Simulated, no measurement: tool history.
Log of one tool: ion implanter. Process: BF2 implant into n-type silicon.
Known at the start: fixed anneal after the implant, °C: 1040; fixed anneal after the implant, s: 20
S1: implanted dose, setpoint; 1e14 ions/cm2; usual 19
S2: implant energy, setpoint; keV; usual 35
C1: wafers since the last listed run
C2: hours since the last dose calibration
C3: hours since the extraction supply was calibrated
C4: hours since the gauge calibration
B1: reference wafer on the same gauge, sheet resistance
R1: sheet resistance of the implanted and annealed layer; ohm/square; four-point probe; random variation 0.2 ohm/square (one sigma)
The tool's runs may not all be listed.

{"run": 1, "day": 0.0, "S1": 19, "S2": 35, "C1": 0, "C2": 590.9, "C3": 3260.3, "C4": 42.3, "B1": 105.33, "R1": 96.53}
{"run": 2, "day": 2.7, "S1": 19, "S2": 35, "C1": 1640, "C2": 655.7, "C3": 3325.1, "C4": 107.1, "B1": 105.38, "R1": 96.65}
{"run": 3, "day": 5.379, "S1": 19, "S2": 35, "C1": 1627, "C2": 720, "C3": 3389.4, "C4": 171.4, "B1": 105.38, "R1": 96.7}
{"run": 4, "day": 6.871, "S1": 19, "S2": 35, "C1": 906, "C2": 755.8, "C3": 3425.2, "C4": 207.2, "B1": 105.37, "R1": 96.25}
{"run": 5, "day": 8.2, "S1": 19, "S2": 35, "C1": 807, "C2": 787.7, "C3": 3457.1, "C4": 239.1, "B1": 105.36, "R1": 96.38}
{"run": 6, "day": 10.65, "S1": 19, "S2": 35, "C1": 1488, "C2": 846.5, "C3": 3515.9, "C4": 297.9, "B1": 105.35, "R1": 96.13}
{"run": 7, "day": 11.867, "S1": 19, "S2": 35, "C1": 739, "C2": 875.7, "C3": 3545.1, "C4": 327.1, "B1": 105.4, "R1": 96.54}
{"run": 8, "day": 13.171, "S1": 16.82, "S2": 35, "C1": 792, "C2": 907, "C3": 3576.4, "C4": 358.4, "B1": 105.39, "R1": 99.74}
{"run": 9, "day": 16.138, "S1": 16.82, "S2": 35, "C1": 1802, "C2": 978.2, "C3": 3647.6, "C4": 429.6, "B1": 105.39, "R1": 99.28}
{"run": 10, "day": 18.8, "S1": 19, "S2": 35, "C1": 1617, "C2": 1042.1, "C3": 3711.5, "C4": 493.5, "B1": 105.4, "R1": 96.29}
{"run": 11, "day": 21.462, "S1": 19, "S2": 35, "C1": 1617, "C2": 1106, "C3": 3775.4, "C4": 557.4, "B1": 105.37, "R1": 96.72}
{"run": 12, "day": 23.575, "S1": 16.9, "S2": 39.5, "C1": 1283, "C2": 1156.7, "C3": 3826.1, "C4": 608.1, "B1": 105.46, "R1": 94.63}
{"run": 13, "day": 26.475, "S1": 22.04, "S2": 23, "C1": 1761, "C2": 1226.3, "C3": 3895.7, "C4": 677.7, "B1": 105.41, "R1": 110.29}
{"run": 14, "day": 27.996, "S1": 16.26, "S2": 35, "C1": 923, "C2": 1262.8, "C3": 3932.2, "C4": 714.2, "B1": 105.36, "R1": 100.02}
{"day": 29.746, "done": "extraction supply calibrated"}
{"run": 15, "day": 30.496, "S1": 17.16, "S2": 35, "C1": 1316, "C2": 1322.8, "C3": 18, "C4": 774.2, "B1": 105.43, "R1": 99.03}
{"run": 16, "day": 32.738, "S1": 22.52, "S2": 39, "C1": 1361, "C2": 1376.6, "C3": 71.8, "C4": 828, "B1": 105.45, "R1": 89.41}
{"run": 17, "day": 35.729, "S1": 17.17, "S2": 30.5, "C1": 1817, "C2": 1448.4, "C3": 143.6, "C4": 899.8, "B1": 105.4, "R1": 104}
{"day": 37.283, "done": "gauge calibrated"}
{"day": 38.458, "done": "Faraday cup replaced and dose calibrated"}
{"run": 18, "day": 38.517, "S1": 19, "S2": 35, "C1": 1490, "C2": 1.4, "C3": 210.5, "C4": 29.6, "B1": 105.35, "R1": 96.54}
{"run": 19, "day": 43.708, "S1": 22.37, "S2": 38.5, "C1": 3153, "C2": 126, "C3": 335.1, "C4": 154.2, "B1": 105.47, "R1": 90.22}
{"run": 20, "day": 45.229, "S1": 19, "S2": 35, "C1": 923, "C2": 162.5, "C3": 371.6, "C4": 190.7, "B1": 105.42, "R1": 96.47}
{"run": 21, "day": 48.029, "S1": 21.88, "S2": 23.5, "C1": 1700, "C2": 229.7, "C3": 438.8, "C4": 257.9, "B1": 105.35, "R1": 109.92}
{"run": 22, "day": 49.05, "S1": 19, "S2": 35, "C1": 620, "C2": 254.2, "C3": 463.3, "C4": 282.4, "B1": 105.41, "R1": 96.19}

3 ways to go on from here, each from the tool as it stands after run 22. What would each give?
{"run": "A", "day": 49.067, "S1": 19, "S2": 35, "C1": 10, "C2": 254.6, "C3": 463.7, "C4": 282.8, "B1": "?", "R1": "?"}
{"run": "B", "day": 49.067, "S1": 24.61, "S2": 35, "C1": 10, "C2": 254.6, "C3": 463.7, "C4": 282.8, "B1": "?", "R1": "?"}
{"run": "C", "day": 49.067, "S1": 23.05, "S2": 35, "C1": 10, "C2": 254.6, "C3": 463.7, "C4": 282.8, "B1": "?", "R1": "?"}

run=A B1=105.38 R1=96.52
run=B B1=105.38 R1=92.63
run=C B1=105.38 R1=93.39
Without the tool's hidden state the same runs would have given:
run=A R1=96.52
run=B R1=92.63
run=C R1=93.39

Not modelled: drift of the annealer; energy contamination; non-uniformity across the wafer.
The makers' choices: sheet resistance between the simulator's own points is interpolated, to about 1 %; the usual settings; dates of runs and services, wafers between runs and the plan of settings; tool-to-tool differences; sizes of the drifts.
